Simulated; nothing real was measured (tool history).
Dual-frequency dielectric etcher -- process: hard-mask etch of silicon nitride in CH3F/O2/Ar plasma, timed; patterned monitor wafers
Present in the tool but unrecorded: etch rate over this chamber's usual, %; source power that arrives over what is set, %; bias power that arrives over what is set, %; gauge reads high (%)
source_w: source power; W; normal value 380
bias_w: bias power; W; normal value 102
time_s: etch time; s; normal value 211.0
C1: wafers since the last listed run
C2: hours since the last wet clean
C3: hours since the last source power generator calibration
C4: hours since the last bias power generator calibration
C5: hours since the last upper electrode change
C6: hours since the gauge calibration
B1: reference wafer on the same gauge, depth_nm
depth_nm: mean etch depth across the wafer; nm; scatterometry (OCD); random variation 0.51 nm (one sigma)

run 1 day=0.000 | source_w=380 bias_w=102 time_s=211.0 | C1=0 C2=476.9 C3=3445.5 C4=3018.0 C5=5004.6 C6=555.8 | B1=147.0 | depth_nm=163.5
run 2 day=1.058 | source_w=380 bias_w=102 time_s=211.0 | C1=149 C2=502.3 C3=3470.9 C4=3043.4 C5=5030.0 C6=581.2 | B1=147.0 | depth_nm=163.5
-- day=3.092 gauge calibrated
-- day=4.025 wet clean of the chamber
run 3 day=4.046 | source_w=380 bias_w=90 time_s=211.0 | C1=281 C2=0.5 C3=3542.6 C4=3115.1 C5=5101.7 C6=22.9 | B1=147.1 | depth_nm=155.3
run 4 day=6.525 | source_w=380 bias_w=102 time_s=211.0 | C1=350 C2=60.0 C3=3602.1 C4=3174.6 C5=5161.2 C6=82.4 | B1=147.0 | depth_nm=161.0
run 5 day=8.754 | source_w=380 bias_w=102 time_s=211.0 | C1=315 C2=113.5 C3=3655.6 C4=3228.1 C5=5214.7 C6=135.9 | B1=147.1 | depth_nm=162.2
run 6 day=11.338 | source_w=380 bias_w=84 time_s=187.0 | C1=365 C2=175.5 C3=3717.6 C4=3290.1 C5=5276.7 C6=197.9 | B1=147.0 | depth_nm=135.2
run 7 day=12.792 | source_w=380 bias_w=85 time_s=211.0 | C1=205 C2=210.4 C3=3752.5 C4=3325.0 C5=5311.6 C6=232.8 | B1=146.9 | depth_nm=153.4
run 8 day=15.733 | source_w=380 bias_w=102 time_s=244.5 | C1=416 C2=281.0 C3=3823.1 C4=3395.6 C5=5382.2 C6=303.4 | B1=147.0 | depth_nm=187.4
run 9 day=16.746 | source_w=380 bias_w=102 time_s=244.5 | C1=143 C2=305.3 C3=3847.4 C4=3419.9 C5=5406.5 C6=327.7 | B1=147.0 | depth_nm=188.6
run 10 day=19.375 | source_w=420 bias_w=102 time_s=211.0 | C1=371 C2=368.4 C3=3910.5 C4=3483.0 C5=5469.6 C6=390.8 | B1=147.0 | depth_nm=172.0
-- day=20.567 upper electrode replaced
run 11 day=21.562 | source_w=350 bias_w=121 time_s=211.0 | C1=167 C2=420.9 C3=3963.0 C4=3535.5 C5=23.9 C6=443.3 | B1=147.1 | depth_nm=164.3
run 12 day=22.592 | source_w=440 bias_w=102 time_s=211.0 | C1=145 C2=445.6 C3=3987.7 C4=3560.2 C5=48.6 C6=468.0 | B1=146.9 | depth_nm=176.8
run 13 day=24.917 | source_w=430 bias_w=84 time_s=261.5 | C1=328 C2=501.4 C3=4043.5 C4=3616.0 C5=104.4 C6=523.8 | B1=147.0 | depth_nm=204.2
-- day=25.988 bias power generator calibrated
-- day=26.179 gauge calibrated
run 14 day=27.888 | source_w=320 bias_w=102 time_s=211.0 | C1=396 C2=572.7 C3=4114.8 C4=45.6 C5=175.7 C6=41.0 | B1=147.0 | depth_nm=149.4
run 15 day=30.792 | source_w=380 bias_w=102 time_s=211.0 | C1=410 C2=642.4 C3=4184.5 C4=115.3 C5=245.4 C6=110.7 | B1=147.0 | depth_nm=165.2
-- day=32.850 wet clean of the chamber
-- day=33.017 source power generator calibrated
run 16 day=33.712 | source_w=380 bias_w=102 time_s=211.0 | C1=248 C2=20.7 C3=16.7 C4=185.4 C5=315.5 C6=180.8 | B1=147.1 | depth_nm=160.8
run 17 day=36.483 | source_w=440 bias_w=83 time_s=233.5 | C1=391 C2=87.2 C3=83.2 C4=251.9 C5=382.0 C6=247.3 | B1=147.0 | depth_nm=181.3
run 18 day=39.142 | source_w=380 bias_w=102 time_s=159.5 | C1=376 C2=151.0 C3=147.0 C4=315.7 C5=445.8 C6=311.1 | B1=147.0 | depth_nm=122.6
run 19 day=42.038 | source_w=380 bias_w=102 time_s=211.0 | C1=409 C2=220.5 C3=216.5 C4=385.2 C5=515.3 C6=380.6 | B1=147.0 | depth_nm=161.6
run 20 day=43.883 | source_w=300 bias_w=102 time_s=211.0 | C1=261 C2=264.8 C3=260.8 C4=429.5 C5=559.6 C6=424.9 | B1=147.1 | depth_nm=142.2

4 ways to go on from here, each from the tool as it stands after run 20. What would each give?
run A day=43.904 | source_w=380 bias_w=102 time_s=211.0 | C1=2 C2=265.3 C3=261.3 C4=430.0 C5=560.1 C6=425.4 | B1=? | depth_nm=?
run B day=43.904 | source_w=350 bias_w=116 time_s=211.0 | C1=2 C2=265.3 C3=261.3 C4=430.0 C5=560.1 C6=425.4 | B1=? | depth_nm=?
run C day=43.904 | source_w=380 bias_w=102 time_s=265.5 | C1=2 C2=265.3 C3=261.3 C4=430.0 C5=560.1 C6=425.4 | B1=? | depth_nm=?
run D day=43.904 | source_w=280 bias_w=126 time_s=231.0 | C1=2 C2=265.3 C3=261.3 C4=430.0 C5=560.1 C6=425.4 | B1=? | depth_nm=?

run=A B1=146.9 depth_nm=162.2
run=B B1=146.9 depth_nm=161.6
run=C B1=146.9 depth_nm=204.1
run=D B1=146.9 depth_nm=160.3
With the hidden condition removed and each run's random variation left untouched, the same runs would have given:
run=A depth_nm=160.6
run=B depth_nm=160.1
run=C depth_nm=202.1
run=D depth_nm=158.8

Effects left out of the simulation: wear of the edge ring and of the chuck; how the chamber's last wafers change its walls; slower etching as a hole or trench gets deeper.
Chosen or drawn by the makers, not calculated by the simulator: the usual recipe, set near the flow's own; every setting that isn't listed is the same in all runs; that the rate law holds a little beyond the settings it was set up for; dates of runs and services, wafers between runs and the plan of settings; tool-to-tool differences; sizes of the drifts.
